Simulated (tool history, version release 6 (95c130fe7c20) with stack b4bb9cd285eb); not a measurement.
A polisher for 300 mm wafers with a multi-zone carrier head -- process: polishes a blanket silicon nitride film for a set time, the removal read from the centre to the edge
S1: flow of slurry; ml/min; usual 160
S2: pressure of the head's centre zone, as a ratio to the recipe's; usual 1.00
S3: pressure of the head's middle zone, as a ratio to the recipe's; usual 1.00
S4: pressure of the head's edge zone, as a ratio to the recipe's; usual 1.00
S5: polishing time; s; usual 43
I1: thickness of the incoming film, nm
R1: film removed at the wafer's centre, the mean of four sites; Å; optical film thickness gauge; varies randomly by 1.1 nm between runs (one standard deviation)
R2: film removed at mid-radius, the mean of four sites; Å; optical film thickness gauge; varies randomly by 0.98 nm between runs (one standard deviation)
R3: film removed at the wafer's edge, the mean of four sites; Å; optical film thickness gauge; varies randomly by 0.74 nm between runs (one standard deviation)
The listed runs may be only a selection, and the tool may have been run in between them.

run     day   S1    S2    S3    S4  S5     I1    R1    R2    R3
  1   0.000  160  1.00  1.00  1.00  43  882.5   806   834   854
      0.154  -- edge zone pressure recalibrated
      0.788  -- worn pad replaced by a new one
  2   0.808  160  1.00  1.00  1.00  43  895.2   798   827   859
  3   2.129  160  1.00  1.00  1.07  43  888.8   791   848   878
  4   2.858  160  1.00  1.00  1.07  43  897.8   794   814   880
  5   3.442  160  1.00  1.00  1.07  43  894.4   772   830   887
      4.738  -- worn pad replaced by a new one
  6   4.758  160  1.00  1.00  1.00  43  874.2   781   801   848
  7   5.496  160  1.00  1.00  1.00  43  900.0   772   809   853
  8   6.750  160  1.00  1.00  1.00  43  889.4   763   792   849
  9   7.321  125  0.94  1.00  1.00  43  899.3   644   727   797
      8.096  -- slurry nozzle cleaned
      8.500  -- carrier head's membrane replaced by a new one
 10   8.521  160  1.00  1.02  1.00  43  889.9   846   917   893
      8.688  -- worn pad replaced by a new one
 11   9.104  200  1.00  0.97  1.08  49  902.8  1009  1020  1087
 12  10.304  160  0.90  0.95  1.03  33  889.2   576   653   690
 13  11.412  160  1.00  1.00  1.00  43  882.3   853   877   887
 14  12.600  125  1.00  1.00  0.95  43  876.5   790   799   839
     12.850  -- worn pad replaced by a new one, of another model than before
     12.954  -- centre zone pressure recalibrated
 15  13.608  160  1.00  1.00  1.08  43  880.0   859   853   914
     14.379  -- edge zone pressure recalibrated
 16  14.654  145  1.08  1.11  1.07  43  877.4   884   930   902

The next listed run, before its measurement:
 17  16.025  160  1.00  1.00  1.00  43  889.7   ?   ?   ?

R1: 823 Å
R2: 885 Å
R3: 894 Å
With the hidden condition absent and the run-to-run variation left alone, this run would have shown R1 844 Å, R2 905 Å, R3 908 Å.
